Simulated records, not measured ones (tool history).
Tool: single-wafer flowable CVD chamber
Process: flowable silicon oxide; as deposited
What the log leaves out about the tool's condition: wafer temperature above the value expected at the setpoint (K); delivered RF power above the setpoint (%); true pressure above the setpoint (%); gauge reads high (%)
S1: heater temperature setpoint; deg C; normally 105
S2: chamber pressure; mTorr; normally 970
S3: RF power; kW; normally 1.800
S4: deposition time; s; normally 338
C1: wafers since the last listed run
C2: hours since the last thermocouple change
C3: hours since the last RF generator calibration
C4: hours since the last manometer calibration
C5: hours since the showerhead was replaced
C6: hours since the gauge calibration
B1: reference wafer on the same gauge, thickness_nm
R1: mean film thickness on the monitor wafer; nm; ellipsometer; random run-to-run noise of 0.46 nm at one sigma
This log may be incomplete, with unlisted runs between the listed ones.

{"run": 1, "hour": 0.0, "S1": 105, "S2": 970, "S3": 1.8, "S4": 338, "C1": 0, "C2": 770.2, "C3": 2056.9, "C4": 1039.3, "C5": 5053.3, "C6": 627.1, "B1": 224.857, "R1": 189.167}
{"run": 2, "hour": 63.3, "S1": 105, "S2": 970, "S3": 1.8, "S4": 338, "C1": 303, "C2": 833.5, "C3": 2120.2, "C4": 1102.6, "C5": 5116.6, "C6": 690.4, "B1": 224.945, "R1": 189.02}
{"run": 3, "hour": 90.9, "S1": 105, "S2": 970, "S3": 1.8, "S4": 338, "C1": 132, "C2": 861.1, "C3": 2147.8, "C4": 1130.2, "C5": 5144.2, "C6": 718.0, "B1": 225.033, "R1": 189.001}
{"hour": 248.0, "done": "thermocouple changed; heater temperature recalibrated"}
{"run": 4, "hour": 257.8, "S1": 105, "S2": 970, "S3": 1.8, "S4": 338, "C1": 762, "C2": 9.8, "C3": 2314.7, "C4": 1297.1, "C5": 5311.1, "C6": 884.9, "B1": 225.258, "R1": 193.918}
{"hour": 280.3, "done": "RF generator calibrated"}
{"run": 5, "hour": 317.9, "S1": 105, "S2": 970, "S3": 1.8, "S4": 338, "C1": 249, "C2": 69.9, "C3": 37.6, "C4": 1357.2, "C5": 5371.2, "C6": 945.0, "B1": 224.916, "R1": 194.425}
{"run": 6, "hour": 372.8, "S1": 105, "S2": 970, "S3": 1.8, "S4": 338, "C1": 263, "C2": 124.8, "C3": 92.5, "C4": 1412.1, "C5": 5426.1, "C6": 999.9, "B1": 225.143, "R1": 193.303}
{"run": 7, "hour": 442.8, "S1": 105, "S2": 970, "S3": 1.8, "S4": 338, "C1": 335, "C2": 194.8, "C3": 162.5, "C4": 1482.1, "C5": 5496.1, "C6": 1069.9, "B1": 225.095, "R1": 192.842}
{"run": 8, "hour": 513.3, "S1": 105, "S2": 970, "S3": 1.8, "S4": 338, "C1": 338, "C2": 265.3, "C3": 233.0, "C4": 1552.6, "C5": 5566.6, "C6": 1140.4, "B1": 224.83, "R1": 192.123}
{"run": 9, "hour": 562.9, "S1": 105, "S2": 970, "S3": 1.8, "S4": 338, "C1": 237, "C2": 314.9, "C3": 282.6, "C4": 1602.2, "C5": 5616.2, "C6": 1190.0, "B1": 225.089, "R1": 191.255}
{"run": 10, "hour": 593.2, "S1": 105, "S2": 970, "S3": 1.545, "S4": 338, "C1": 145, "C2": 345.2, "C3": 312.9, "C4": 1632.5, "C5": 5646.5, "C6": 1220.3, "B1": 225.13, "R1": 183.499}
{"run": 11, "hour": 626.7, "S1": 105, "S2": 970, "S3": 1.545, "S4": 338, "C1": 160, "C2": 378.7, "C3": 346.4, "C4": 1666.0, "C5": 5680.0, "C6": 1253.8, "B1": 225.123, "R1": 184.127}
{"hour": 652.8, "done": "capacitance manometer re-zeroed and calibrated"}
{"run": 12, "hour": 694.5, "S1": 120, "S2": 805, "S3": 2.12, "S4": 362, "C1": 286, "C2": 446.5, "C3": 414.2, "C4": 41.7, "C5": 5747.8, "C6": 1321.6, "B1": 225.103, "R1": 103.902}
{"run": 13, "hour": 742.7, "S1": 105, "S2": 1204, "S3": 1.985, "S4": 389, "C1": 231, "C2": 494.7, "C3": 462.4, "C4": 89.9, "C5": 5796.0, "C6": 1369.8, "B1": 224.979, "R1": 275.027}

Run 14 has not been measured yet. What should we expect?
{"hour": 810.5, "done": "showerhead replaced"}
{"run": 14, "hour": 862.8, "S1": 101, "S2": 970, "S3": 1.565, "S4": 338, "C1": 537, "C2": 614.8, "C3": 582.5, "C4": 210.0, "C5": 52.3, "C6": 1489.9, "B1": "?", "R1": "?"}

{"run 14": {"B1": 225.225, "R1": 212.8}}
Had the tool carried no hidden state, the very same run would have given R1 218.408 nm.

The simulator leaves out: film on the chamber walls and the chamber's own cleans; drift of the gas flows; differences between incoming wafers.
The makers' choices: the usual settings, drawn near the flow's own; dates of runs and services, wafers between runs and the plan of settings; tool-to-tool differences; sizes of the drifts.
